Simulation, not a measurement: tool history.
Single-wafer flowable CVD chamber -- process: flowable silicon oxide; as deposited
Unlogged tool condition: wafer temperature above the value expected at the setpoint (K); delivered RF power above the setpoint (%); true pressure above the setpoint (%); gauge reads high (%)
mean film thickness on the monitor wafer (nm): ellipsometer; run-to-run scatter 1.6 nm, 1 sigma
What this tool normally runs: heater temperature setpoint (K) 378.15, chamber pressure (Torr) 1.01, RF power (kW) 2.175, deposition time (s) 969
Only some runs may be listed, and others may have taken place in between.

run    hour  heater temperature setpoint (K)  chamber pressure (Torr)  RF power (kW)  deposition time (s)  wafers since the last listed run  hours since the last thermocouple change  hours since the last RF generator calibration  hours since the last manometer calibration  hours since the showerhead was replaced  hours since the gauge calibration  read-back reference wafer on the same gauge, thickness_nm  mean film thickness on the monitor wafer (nm)
  1       0                           378.15                     1.01          2.175                  856                                 0                                    1631.1                                          149.9                                      1299.1                                   1795.6                              866.1                                                     805.34                                        672.208
  2    27.3                           378.15                     1.01          2.175                  856                                55                                    1658.4                                          177.2                                      1326.4                                   1822.9                              893.4                                                     805.43                                        673.279
  3   175.4                           378.15                     0.96          2.175                  914                               298                                    1806.5                                          325.3                                      1474.5                                     1971                             1041.5                                                    806.104                                        681.595
  4   207.4                           378.15                     0.96          2.175                  914                                64                                    1838.5                                          357.3                                      1506.5                                     2003                             1073.5                                                    805.543                                        680.948
  5   265.2                           378.15                     0.96          2.175                  914                               116                                    1896.3                                          415.1                                      1564.3                                   2060.8                             1131.3                                                    805.645                                        684.503
  6   291.8                           378.15                     1.01           1.87                  969                                53                                    1922.9                                          441.7                                      1590.9                                   2087.4                             1157.9                                                    805.899                                        752.356
  7   351.8                           378.15                     1.01          2.175                  969                               120                                    1982.9                                          501.7                                      1650.9                                   2147.4                             1217.9                                                    806.508                                        761.628
  8   403.7                           378.15                     0.86           2.59                 1091                               104                                    2034.8                                          553.6                                      1702.8                                   2199.3                             1269.8                                                    805.948                                        740.282
  9   468.7                           392.15                     0.84          2.175                 1090                               131                                    2099.8                                          618.6                                      1767.8                                   2264.3                             1334.8                                                    805.939                                        433.138
 10   498.9                           378.15                     0.85          2.175                  969                                60                                      2130                                          648.8                                        1798                                   2294.5                               1365                                                    806.479                                          643.3
 11   555.1                           378.15                     1.01          2.175                  969                               113                                    2186.2                                            705                                      1854.2                                   2350.7                             1421.2                                                    806.114                                        760.278
      600.8  -- RF generator calibrated
 12   608.1                           378.15                     1.01          2.175                  825                                90                                    2239.2                                            7.3                                      1907.2                                   2403.7                             1474.2                                                    805.403                                        647.222
      749.7  -- thermocouple changed; heater temperature recalibrated
 13   783.3                           378.15                     1.01          2.175                  969                               337                                      33.6                                          182.5                                      2082.4                                   2578.9                             1649.4                                                    805.605                                        761.887
      808.6  -- capacitance manometer re-zeroed and calibrated
        839  -- gauge calibrated
 14   840.1                           378.15                     1.18          2.315                  811                                98                                      90.4                                          239.3                                        31.5                                   2635.7                                1.1                                                    806.392                                        741.188
 15   878.8                           378.15                     1.24          2.175                  969                                78                                     129.1                                            278                                        70.2                                   2674.4                               39.8                                                    805.592                                        922.016
 16   918.9                           378.15                     1.01          2.175                  969                                80                                     169.2                                          318.1                                       110.3                                   2714.5                               79.9                                                    805.277                                        763.104
 17     977                           378.15                     0.87          2.495                 1035                               117                                     227.3                                          376.2                                       168.4                                   2772.6                                138                                                    805.881                                        709.509
 18  1038.2                           387.15                     1.01          2.175                  969                               123                                     288.5                                          437.4                                       229.6                                   2833.8                              199.2                                                    806.211                                        548.323
     1088.8  -- showerhead replaced
 19  1107.5                           378.15                     1.01          2.175                  969                               123                                     357.8                                          506.7                                       298.9                                     18.7                              268.5                                                    805.649                                        760.557
 20  1177.8                           393.15                     1.01          2.175                  969                               141                                     428.1                                            577                                       369.2                                       89                              338.8                                                    806.386                                        448.527
 21  1205.5                           378.15                     0.87          2.175                  969                                55                                     455.8                                          604.7                                       396.9                                    116.7                              366.5                                                    806.066                                        655.439
 22  1274.6                           378.15                     1.01          2.175                  969                               139                                     524.9                                          673.8                                         466                                    185.8                              435.6                                                    805.736                                        758.402
 23  1299.3                           378.15                     1.17          2.535                 1163                                49                                     549.6                                          698.5                                       490.7                                    210.5                              460.3                                                    806.376                                       1061.206
 24  1346.3                           367.15                     1.01          2.175                  969                                94                                     596.6                                          745.5                                       537.7                                    257.5                              507.3                                                    805.553                                       1158.709
 25    1418                           385.15                     1.11          2.175                 1026                               144                                     668.3                                          817.2                                       609.4                                    329.2                                579                                                    806.062                                        681.221
 26  1456.2                           392.15                     1.08          2.175                 1116                                77                                     706.5                                          855.4                                       647.6                                    367.4                              617.2                                                    805.789                                        567.797
     1483.9  -- RF generator calibrated
 27  1492.7                           378.15                     1.01          2.175                  790                                57                                       743                                            8.8                                       684.1                                    403.9                              653.7                                                    805.694                                        623.377
 28  1555.3                           368.15                     0.79          2.315                 1117                               126                                     805.6                                           71.4                                       746.7                                    466.5                              716.3                                                    806.666                                        1012.77
 29  1614.8                           378.15                     1.01          2.175                  969                               119                                     865.1                                          130.9                                       806.2                                      526                              775.8                                                    806.569                                        760.572

For each run, what was the tool's unlogged condition?
wafer temperature above the value expected at the setpoint (K): 0 at every run
delivered RF power above the setpoint (%): 0 at every run
true pressure above the setpoint (%): 0 at every run
gauge reads high (%): 0 at every run
